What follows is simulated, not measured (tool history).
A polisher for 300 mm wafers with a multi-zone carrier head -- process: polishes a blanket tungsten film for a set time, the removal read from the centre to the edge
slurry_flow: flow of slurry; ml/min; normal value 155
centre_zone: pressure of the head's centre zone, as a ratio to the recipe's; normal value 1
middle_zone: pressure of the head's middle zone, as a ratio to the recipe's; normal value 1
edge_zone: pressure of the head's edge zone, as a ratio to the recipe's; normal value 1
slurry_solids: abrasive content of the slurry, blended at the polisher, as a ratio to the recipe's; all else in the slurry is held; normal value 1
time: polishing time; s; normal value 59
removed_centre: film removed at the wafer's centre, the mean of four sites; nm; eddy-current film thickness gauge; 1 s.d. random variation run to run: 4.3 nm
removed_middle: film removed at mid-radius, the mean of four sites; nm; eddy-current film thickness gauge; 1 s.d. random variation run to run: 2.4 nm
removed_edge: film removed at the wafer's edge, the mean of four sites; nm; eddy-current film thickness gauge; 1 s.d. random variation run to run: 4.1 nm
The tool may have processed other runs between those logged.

run	day	slurry_flow	centre_zone	middle_zone	edge_zone	slurry_solids	time	wafers since the last listed run	wafers polished on this pad	hours since the slurry nozzle was cleaned	hours since the centre zone pressure was calibrated	hours since the edge zone pressure was calibrated	hours since the carrier head's membrane was replaced	incoming thickness of the incoming film, nm	removed_centre	removed_middle	removed_edge
1	0	155	1	1	1	1	59	0	2315	274.7	521.5	233.4	150.3	1442.5	276.2	295	293.6
2	1.425	155	1	1	1	1	69	430	2746	308.9	555.7	267.6	184.5	1455.2	311	343.1	346.8
# day 3.054: worn pad replaced by a new one
3	3.404	155	1	1	1	1	69	547	106	356.4	603.2	315.1	232	1463.9	313.5	344.5	343.7
4	4.954	155	1	1	1	1	59	468	574	393.6	640.4	352.3	269.2	1470.2	264.2	285.2	298.9
5	7.033	155	1	1	1	1	59	628	1203	443.5	690.3	402.2	319.1	1435.6	261.5	286.8	295.9
6	8.558	155	1.06	1	1	1	59	461	1664	480.1	726.9	438.8	355.7	1481.9	282.1	292.1	291.6
# day 9.783: edge zone pressure recalibrated
7	10.621	155	1.06	1	1	1	59	598	2262	529.6	776.4	20.1	405.2	1466.4	279.8	291.5	289.3
8	11.688	155	1	1	1	1	59	322	2585	555.2	802	45.7	430.8	1464.1	263.4	289.3	290.3
# day 14.021: carrier head's membrane replaced by a new one
9	14.042	155	1	1.11	1	1	59	648	3234	611.7	858.5	102.2	0.5	1459.7	259.7	313.4	286.6
10	15.075	155	0.89	0.93	0.96	1.3	59	312	3546	636.5	883.3	127	25.3	1457.8	237	282.3	305.1
# day 15.288: worn pad replaced by a new one
11	16.771	155	1	1	1	1	69	462	448	677.2	924	167.7	66	1468.2	293.2	334.8	342.2
# day 16.888: centre zone pressure recalibrated
12	19.646	155	1	1	1	1	59	843	1292	746.2	66.2	236.7	135	1467.5	285	286.2	296
13	21.404	125	0.96	1	0.91	0.9	59	531	1824	788.4	108.4	278.9	177.2	1470.9	249.6	262.4	261.7
14	24.312	155	1	0.89	1.11	1	77	879	2703	858.2	178.2	348.7	247	1456.2	356.3	337.6	398.6
# day 25.796: edge zone pressure recalibrated
# day 26.071: slurry nozzle cleaned
# day 27.496: worn pad replaced by a new one
15	27.817	155	1	1	0.9	1.15	73	971	97	41.9	262.3	48.5	331.1	1454.2	356.5	374.1	362.7
16	29.704	155	1.11	0.9	1	1.15	45	570	668	87.2	307.6	93.8	376.4	1470.8	241.5	213.2	237.5
17	32.558	155	1	0.97	1	1	59	862	1531	155.7	376.1	162.3	444.9	1449.2	273.9	283.2	300.9
18	35.404	155	1	1.06	0.92	1	59	860	2391	224	444.4	230.6	513.2	1440.1	280.3	307.1	284
# day 38.558: carrier head's membrane replaced by a new one
# day 39.3: worn pad replaced by a new one
19	44.338	155	1	1.11	0.92	1.15	70	2587	1522	438.4	658.8	445	138.7	1458.4	319.9	388.9	350.1

Predict the results of run 20:
# day 45.512: edge zone pressure recalibrated
20	46.446	155	1	1	1	1	59	612	2134	489	709.4	22.4	189.3	1454.5	?	?	?

{"run 20": {"removed_centre": 267.1, "removed_middle": 290.3, "removed_edge": 294.4}}
With no hidden state in the tool, this same run would have given removed_centre 308.7 nm, removed_middle 297.4 nm, removed_edge 299.7 nm.
